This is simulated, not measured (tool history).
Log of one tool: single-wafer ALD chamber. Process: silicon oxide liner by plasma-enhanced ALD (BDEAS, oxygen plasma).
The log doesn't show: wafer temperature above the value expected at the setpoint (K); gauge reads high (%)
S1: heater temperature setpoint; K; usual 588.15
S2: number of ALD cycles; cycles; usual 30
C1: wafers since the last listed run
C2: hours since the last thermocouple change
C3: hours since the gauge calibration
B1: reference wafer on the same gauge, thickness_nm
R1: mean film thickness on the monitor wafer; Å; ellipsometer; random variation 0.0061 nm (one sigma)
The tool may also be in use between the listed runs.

run 1 hour=0 | S1=591.15 S2=30 | C1=0 C2=1746.3 C3=655 | B1=2.749 | R1=24.17
run 2 hour=96.8 | S1=591.15 S2=30 | C1=899 C2=1843.1 C3=751.8 | B1=2.75 | R1=24.1
run 3 hour=132.8 | S1=591.15 S2=30 | C1=334 C2=1879.1 C3=787.8 | B1=2.75 | R1=24.23
run 4 hour=201.8 | S1=588.15 S2=30 | C1=641 C2=1948.1 C3=856.8 | B1=2.749 | R1=24.37
run 5 hour=300.9 | S1=588.15 S2=30 | C1=921 C2=2047.2 C3=955.9 | B1=2.749 | R1=24.22
run 6 hour=383.8 | S1=588.15 S2=30 | C1=770 C2=2130.1 C3=1038.8 | B1=2.752 | R1=24.27
run 7 hour=482.9 | S1=588.15 S2=30 | C1=921 C2=2229.2 C3=1137.9 | B1=2.749 | R1=24.28
run 8 hour=571.2 | S1=588.15 S2=30 | C1=820 C2=2317.5 C3=1226.2 | B1=2.749 | R1=24.34
-- hour=590.5 thermocouple changed; heater temperature recalibrated
run 9 hour=648 | S1=588.15 S2=30 | C1=639 C2=57.5 C3=1303 | B1=2.749 | R1=24.37
run 10 hour=891.5 | S1=588.15 S2=30 | C1=2263 C2=301 C3=1546.5 | B1=2.749 | R1=24.24
run 11 hour=934.1 | S1=588.15 S2=30 | C1=395 C2=343.6 C3=1589.1 | B1=2.75 | R1=24.29
run 12 hour=1017.6 | S1=588.15 S2=30 | C1=776 C2=427.1 C3=1672.6 | B1=2.752 | R1=24.32

Run 13 comes next. What will it give?
run 13 hour=1057.5 | S1=580.15 S2=28 | C1=370 C2=467 C3=1712.5 | B1=? | R1=?

Run 13 gave B1 2.749, R1 22.99 Å.
Without the tool's hidden state the same run would have given R1 22.99 Å.
